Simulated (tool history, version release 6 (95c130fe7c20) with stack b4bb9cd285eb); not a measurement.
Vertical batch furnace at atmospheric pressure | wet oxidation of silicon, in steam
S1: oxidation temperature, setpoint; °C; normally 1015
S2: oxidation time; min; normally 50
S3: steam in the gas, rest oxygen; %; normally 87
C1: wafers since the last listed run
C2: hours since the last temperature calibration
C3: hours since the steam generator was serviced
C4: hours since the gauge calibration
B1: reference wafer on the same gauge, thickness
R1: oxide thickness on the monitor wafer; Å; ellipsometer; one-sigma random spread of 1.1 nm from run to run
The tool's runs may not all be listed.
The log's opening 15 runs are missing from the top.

Run 16, day 15.838: usual settings but S1 1007 °C; C1 190; C2 55.6; C3 3945.5; C4 580; B1 450.46. Result: R1 4010.8 Å.
Run 17, day 16.908: usual settings; C1 402; C2 81.3; C3 3971.2; C4 605.7; B1 450.06. Result: R1 4223.1 Å.
At day 18.058: gauge calibrated.
Run 18, day 18.183: usual settings but S3 97 %; C1 478; C2 111.9; C3 4001.8; C4 3; B1 449.73. Result: R1 4548.8 Å.
Run 19, day 19.512: usual settings but S3 95 %; C1 499; C2 143.8; C3 4033.7; C4 34.9; B1 450.33. Result: R1 4479.7 Å.
Run 20, day 20.329: usual settings but S1 1008 °C, S2 38 min, S3 94 %; C1 306; C2 163.4; C3 4053.3; C4 54.5; B1 450.06. Result: R1 3513.9 Å.
Run 21, day 21.008: usual settings but S2 72.5 min, S3 77 %; C1 255; C2 179.7; C3 4069.6; C4 70.8; B1 450.13. Result: R1 4994.3 Å.
Run 22, day 21.867: usual settings but S2 68.5 min; C1 322; C2 200.3; C3 4090.2; C4 91.4; B1 450.03. Result: R1 5228.5 Å.
Run 23, day 23.121: usual settings but S3 93 %; C1 471; C2 230.4; C3 4120.3; C4 121.5; B1 449.73. Result: R1 4447.1 Å.
Run 24, day 24.346: usual settings but S1 995 °C, S3 96 %; C1 460; C2 259.8; C3 4149.7; C4 150.9; B1 450.76. Result: R1 3914.3 Å.
Run 25, day 25.146: usual settings; C1 300; C2 279; C3 4168.9; C4 170.1; B1 450.16. Result: R1 4242.9 Å.
Run 26, day 25.846: usual settings but S1 1007 °C, S2 26 min; C1 262; C2 295.8; C3 4185.7; C4 186.9; B1 450.12. Result: R1 2500.6 Å.
Run 27, day 27.146: usual settings but S3 90 %; C1 488; C2 327; C3 4216.9; C4 218.1; B1 449.93. Result: R1 4332.4 Å.
At day 28.988: steam generator serviced.
Run 28, day 29.242: usual settings but S2 35.5 min; C1 411; C2 377.3; C3 6.1; C4 268.4; B1 450.59. Result: R1 3363.7 Å.
Run 29, day 30.575: usual settings but S1 1040 °C, S2 42 min, S3 81 %; C1 500; C2 409.3; C3 38.1; C4 300.4; B1 450.16. Result: R1 4271.7 Å.
Run 30, day 32.404: usual settings but S1 1023 °C, S2 34 min, S3 90 %; C1 687; C2 453.2; C3 82; C4 344.3; B1 449.99. Result: R1 3519.9 Å.
Run 31, day 32.904: usual settings but S1 1031 °C, S2 38 min, S3 80 %; C1 187; C2 465.2; C3 94; C4 356.3; B1 449.96. Result: R1 3739.8 Å.
Run 32, day 34.296: usual settings but S3 84 %; C1 522; C2 498.6; C3 127.4; C4 389.7; B1 450.01. Result: R1 4147.3 Å.
Run 33, day 35.158: usual settings but S1 1009 °C; C1 323; C2 519.3; C3 148.1; C4 410.4; B1 449.9. Result: R1 4104.7 Å.
Run 34, day 36.046: usual settings but S1 1006 °C, S2 27.5 min, S3 96 %; C1 333; C2 540.6; C3 169.4; C4 431.7; B1 450.01. Result: R1 2790.2 Å.
Run 35, day 37.246: usual settings; C1 450; C2 569.4; C3 198.2; C4 460.5; B1 449.54. Result: R1 4243.1 Å.
Run 36, day 38.479: usual settings but S1 999 °C, S3 93 %; C1 463; C2 599; C3 227.8; C4 490.1; B1 449.41. Result: R1 3958.2 Å.
Run 37, day 39.467: usual settings but S1 1033 °C, S2 71.5 min, S3 77 %; C1 370; C2 622.7; C3 251.5; C4 513.8; B1 449.87. Result: R1 5556.8 Å.
Run 38, day 40.771: usual settings; C1 489; C2 654; C3 282.8; C4 545.1; B1 450.31. Result: R1 4260.6 Å.

Here are 4 independent what-if runs from the current tool condition. What would each one return?
Run A, day 40.925: usual settings; C1 57; C2 657.7; C3 286.5; C4 548.8; B1 ?. Result: R1 ?.
Run B, day 40.925: usual settings but S1 1038 °C, S2 25.5 min; C1 57; C2 657.7; C3 286.5; C4 548.8; B1 ?. Result: R1 ?.
Run C, day 40.925: usual settings but S1 1004 °C, S2 65.5 min, S3 81 %; C1 57; C2 657.7; C3 286.5; C4 548.8; B1 ?. Result: R1 ?.
Run D, day 40.925: usual settings but S1 1001 °C, S3 83 %; C1 57; C2 657.7; C3 286.5; C4 548.8; B1 ?. Result: R1 ?.

run      B1      R1
  A  449.95    4284
  B  449.95  3187.4
  C  449.95  4536.9
  D  449.95    3746
Without the tool's unlogged condition, the same runs would have read:
run      R1
  A  4200.5
  B  3124.1
  C  4446.5
  D  3664.7
